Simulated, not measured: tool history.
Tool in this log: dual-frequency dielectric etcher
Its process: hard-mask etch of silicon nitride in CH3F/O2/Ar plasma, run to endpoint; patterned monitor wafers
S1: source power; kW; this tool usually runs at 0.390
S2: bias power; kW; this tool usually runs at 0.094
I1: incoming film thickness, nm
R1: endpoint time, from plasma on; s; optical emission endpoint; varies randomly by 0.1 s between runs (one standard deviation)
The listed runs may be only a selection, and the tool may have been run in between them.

run	hour	S1	S2	I1	R1
1	0.0	0.340	0.094	27.74	36.6
2	6.5	0.390	0.088	27.75	36.3
3	17.3	0.390	0.088	27.28	35.4
4	32.2	0.390	0.088	27.41	35.8
5	42.9	0.430	0.102	27.58	32.3
6	55.4	0.390	0.094	27.41	34.6
7	66.6	0.330	0.094	27.35	36.7
8	84.1	0.390	0.094	27.54	34.7
9	93.5	0.390	0.094	27.19	34.2
# hour 107.2: source power generator calibrated
# hour 120.9: wet clean of the chamber
10	121.4	0.390	0.094	27.54	35.0
11	121.7	0.390	0.094	27.56	35.2
12	132.0	0.390	0.094	27.45	35.0
13	146.9	0.390	0.094	27.57	35.1
14	159.3	0.300	0.073	27.55	44.0
15	167.4	0.340	0.094	27.58	36.7
# hour 179.6: bias power generator calibrated
16	183.9	0.390	0.094	27.35	34.8
17	200.2	0.390	0.094	27.30	34.7
18	209.5	0.420	0.094	27.52	34.3
19	223.5	0.390	0.110	27.67	32.4
20	237.9	0.480	0.087	27.14	33.4
21	248.6	0.310	0.118	27.32	33.2
# hour 277.4: upper electrode replaced
22	277.9	0.440	0.107	27.37	31.3
23	278.2	0.310	0.112	27.49	34.2
24	284.2	0.340	0.078	27.45	40.4
25	293.6	0.390	0.111	27.23	31.7
26	301.7	0.450	0.076	27.40	37.0
27	312.9	0.390	0.086	27.38	36.3
28	324.5	0.390	0.094	27.21	34.4
29	330.7	0.340	0.108	27.46	33.9
30	339.3	0.320	0.109	27.44	34.5
31	345.8	0.330	0.075	27.44	41.5
32	358.3	0.290	0.071	27.40	44.7
33	372.3	0.290	0.071	27.55	44.9
34	383.1	0.390	0.094	27.59	34.6
35	390.2	0.320	0.076	27.49	41.7

Some steps in R1 between neighbouring runs. How much of each would the tool show without its hidden state too (settings, what came in, random variation), and how much is left for the hidden state, with any gauge scatter that isn't in both results?
Unlogged tool condition in this case: etch rate over this chamber's usual, %; source power that arrives over what is set, %; bias power that arrives over what is set, %.
Run 7 -> 8: S1 0.330 -> 0.390. R1 -2.0 s: hidden state -0.1, all else -1.9.
Run 9 -> 10: source power generator calibrated, wet clean of the chamber. R1 +0.8 s: hidden state +0.5, all else +0.3.
Run 13 -> 14: S1 0.390 -> 0.300, S2 0.094 -> 0.073. R1 +8.9 s: hidden state +0.0, all else +8.9.
Run 16 -> 17: no setting touched and nothing written in the log between the runs. R1 -0.1 s: hidden state -0.1, all else +0.0.
Run 24 -> 25: S1 0.340 -> 0.390, S2 0.078 -> 0.111. R1 -8.7 s: hidden state +0.0, all else -8.7.
Run 33 -> 34: S1 0.290 -> 0.390, S2 0.071 -> 0.094. R1 -10.3 s: hidden state +0.0, all else -10.3.
